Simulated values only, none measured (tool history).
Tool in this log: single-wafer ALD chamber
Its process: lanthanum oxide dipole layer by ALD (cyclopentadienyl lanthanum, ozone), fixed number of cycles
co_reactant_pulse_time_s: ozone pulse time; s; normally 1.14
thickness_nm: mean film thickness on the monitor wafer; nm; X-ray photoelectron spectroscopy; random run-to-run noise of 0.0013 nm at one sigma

| run | hour | co_reactant_pulse_time_s | wafers since the last listed run | hours since the last thermocouple change | hours since the last ozone generator service | hours since the showerhead was replaced | hours since the gauge calibration | read-back reference wafer on the same gauge, thickness_nm | thickness_nm |
|---|---|---|---|---|---|---|---|---|---|
| 1 | 0 | 1.14 | 0 | 782.5 | 726.3 | 2486.6 | 153.1 | 0.608 | 0.485 |
| 2 | 13.8 | 0.77 | 245 | 796.3 | 740.1 | 2500.4 | 166.9 | 0.608 | 0.335 |
| 3 | 31.5 | 0.77 | 315 | 814 | 757.8 | 2518.1 | 184.6 | 0.608 | 0.332 |
| 4 | 46.2 | 0.77 | 261 | 828.7 | 772.5 | 2532.8 | 199.3 | 0.608 | 0.334 |
| 5 | 60.3 | 1.14 | 251 | 842.8 | 786.6 | 2546.9 | 213.4 | 0.608 | 0.484 |
| 6 | 68.4 | 1.14 | 144 | 850.9 | 794.7 | 2555 | 221.5 | 0.608 | 0.483 |
| 7 | 75.2 | 1.14 | 121 | 857.7 | 801.5 | 2561.8 | 228.3 | 0.608 | 0.483 |
| 8 | 120.7 | 1.14 | 810 | 903.2 | 847 | 2607.3 | 273.8 | 0.608 | 0.479 |
| 9 | 135.1 | 1.14 | 256 | 917.6 | 861.4 | 2621.7 | 288.2 | 0.608 | 0.48 |
| 10 | 142.5 | 1.14 | 131 | 925 | 868.8 | 2629.1 | 295.6 | 0.609 | 0.477 |
|  | 166.8 | thermocouple changed; heater temperature recalibrated |
| 11 | 167.3 | 1.14 | 299 | 0.5 | 893.6 | 2653.9 | 320.4 | 0.608 | 0.476 |
| 12 | 173.6 | 1.14 | 112 | 6.8 | 899.9 | 2660.2 | 326.7 | 0.608 | 0.477 |
| 13 | 189 | 1.5 | 274 | 22.2 | 915.3 | 2675.6 | 342.1 | 0.608 | 0.536 |
| 14 | 200.8 | 1.31 | 210 | 34 | 927.1 | 2687.4 | 353.9 | 0.608 | 0.51 |
|  | 213.5 | showerhead replaced |
| 15 | 219.8 | 1.33 | 196 | 53 | 946.1 | 6.3 | 372.9 | 0.608 | 0.511 |
| 16 | 227.3 | 1.57 | 133 | 60.5 | 953.6 | 13.8 | 380.4 | 0.608 | 0.538 |
| 17 | 233.7 | 1.14 | 114 | 66.9 | 960 | 20.2 | 386.8 | 0.608 | 0.472 |
|  | 239.5 | gauge calibrated |
| 18 | 249.2 | 0.71 | 276 | 82.4 | 975.5 | 35.7 | 9.7 | 0.608 | 0.274 |
| 19 | 257.2 | 1.47 | 142 | 90.4 | 983.5 | 43.7 | 17.7 | 0.608 | 0.527 |
|  | 265.9 | ozone generator serviced |
| 20 | 272.7 | 1.14 | 133 | 105.9 | 6.8 | 59.2 | 33.2 | 0.608 | 0.514 |
| 21 | 283.9 | 1.3 | 199 | 117.1 | 18 | 70.4 | 44.4 | 0.608 | 0.538 |
| 22 | 300.2 | 0.9 | 290 | 133.4 | 34.3 | 86.7 | 60.7 | 0.608 | 0.441 |
| 23 | 316.3 | 1.49 | 286 | 149.5 | 50.4 | 102.8 | 76.8 | 0.608 | 0.553 |
| 24 | 323.3 | 1.3 | 124 | 156.5 | 57.4 | 109.8 | 83.8 | 0.608 | 0.538 |
| 25 | 340.1 | 1.02 | 299 | 173.3 | 74.2 | 126.6 | 100.6 | 0.608 | 0.484 |
| 26 | 356.2 | 0.81 | 286 | 189.4 | 90.3 | 142.7 | 116.7 | 0.609 | 0.395 |
| 27 | 368.2 | 1.02 | 213 | 201.4 | 102.3 | 154.7 | 128.7 | 0.608 | 0.484 |

Forecast each of these 3 alternatives for the next run:
| A | 368.6 | 1.14 | 7 | 201.8 | 102.7 | 155.1 | 129.1 | ? | ? |
| B | 368.6 | 1.52 | 7 | 201.8 | 102.7 | 155.1 | 129.1 | ? | ? |
| C | 368.6 | 1.58 | 7 | 201.8 | 102.7 | 155.1 | 129.1 | ? | ? |

| run | read-back reference wafer on the same gauge, thickness_nm | thickness_nm |
|---|---|---|
| A | 0.608 | 0.511 |
| B | 0.608 | 0.553 |
| C | 0.608 | 0.556 |
With no hidden state in the tool, these same runs would have given:
| run | thickness_nm |
|---|---|
| A | 0.512 |
| B | 0.554 |
| C | 0.557 |
